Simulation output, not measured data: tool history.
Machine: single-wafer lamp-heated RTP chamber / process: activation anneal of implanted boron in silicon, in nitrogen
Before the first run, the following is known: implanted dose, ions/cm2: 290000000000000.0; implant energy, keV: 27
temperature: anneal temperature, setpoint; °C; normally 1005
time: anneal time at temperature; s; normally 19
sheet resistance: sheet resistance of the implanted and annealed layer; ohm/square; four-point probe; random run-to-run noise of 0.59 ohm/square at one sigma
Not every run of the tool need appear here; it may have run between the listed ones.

run	day	temperature	time	read-back reference wafer on the same gauge, sheet resistance	sheet resistance
1	0.000	1005	15	384.98	358.20
2	3.204	1005	15	385.03	356.80
3	6.188	1005	19	385.11	355.19
4	9.362	1005	19	385.10	355.66
5	13.358	1005	19	385.11	355.61
# day 15.167: pyrometer window cleaned and pyrometer calibrated
6	17.288	1005	19	385.18	355.97
# day 18.133: reflector plate cleaned
7	20.738	994	19	385.08	361.37
8	23.367	994	19	384.98	359.99
9	27.692	1021	19	384.89	352.17
10	31.717	1021	19	385.01	352.56
11	34.996	1021	19	384.98	353.35
12	38.400	1005	19	385.16	355.28
# day 39.912: reflector plate cleaned
# day 39.988: pyrometer window cleaned and pyrometer calibrated
13	41.367	1005	19	384.91	357.06
14	44.283	1005	19	384.93	356.54
15	48.321	1005	19	385.05	357.07
16	51.804	988	19	385.01	364.06
17	54.638	988	19	385.11	363.43
18	57.362	1019	28	384.89	353.31
19	59.317	977	29	385.14	366.87
# day 64.917: reflector plate cleaned
# day 65.171: pyrometer window cleaned and pyrometer calibrated
# day 68.742: gauge calibrated
20	72.367	1031	19	385.19	352.82
21	75.775	1014	13	385.01	355.48
22	79.608	976	8	385.28	380.20
23	82.054	1021	19	384.78	353.57
# day 85.846: reflector plate cleaned
24	85.954	1025	13	385.27	354.21
25	88.408	1005	19	384.97	356.73
# day 90.617: pyrometer window cleaned and pyrometer calibrated
26	91.900	1018	23	384.95	353.65
27	94.079	1032	24	384.88	351.64
28	97.696	1005	19	385.10	355.86
29	100.967	1005	12	385.05	356.70
30	103.988	1005	19	385.07	355.39
# day 106.767: reflector plate cleaned
31	107.846	1005	19	384.95	357.07
32	110.846	1005	19	385.06	357.10
33	113.304	1005	23	385.04	356.12
# day 116.558: pyrometer window cleaned and pyrometer calibrated
34	116.579	1005	19	384.97	355.00
35	119.758	1005	19	385.14	356.54

Each run again, without the hidden state but with its own random variation kept:
Unlogged tool condition in this case: true wafer temperature minus pyrometer reading, K; wafer temperature error from the tarnished reflector plate, K; gauge reads high (%).
run	sheet resistance
1	360.00
2	358.90
3	357.26
4	357.85
5	357.90
6	358.31
7	363.06
8	362.56
9	352.98
10	353.47
11	354.32
12	357.52
13	357.58
14	357.69
15	358.73
16	368.94
17	368.64
18	354.23
19	374.62
20	353.28
21	356.78
22	391.59
23	354.52
24	354.30
25	357.62
26	354.33
27	352.10
28	357.83
29	359.25
30	357.59
31	357.44
32	358.16
33	357.44
34	356.73
35	358.46
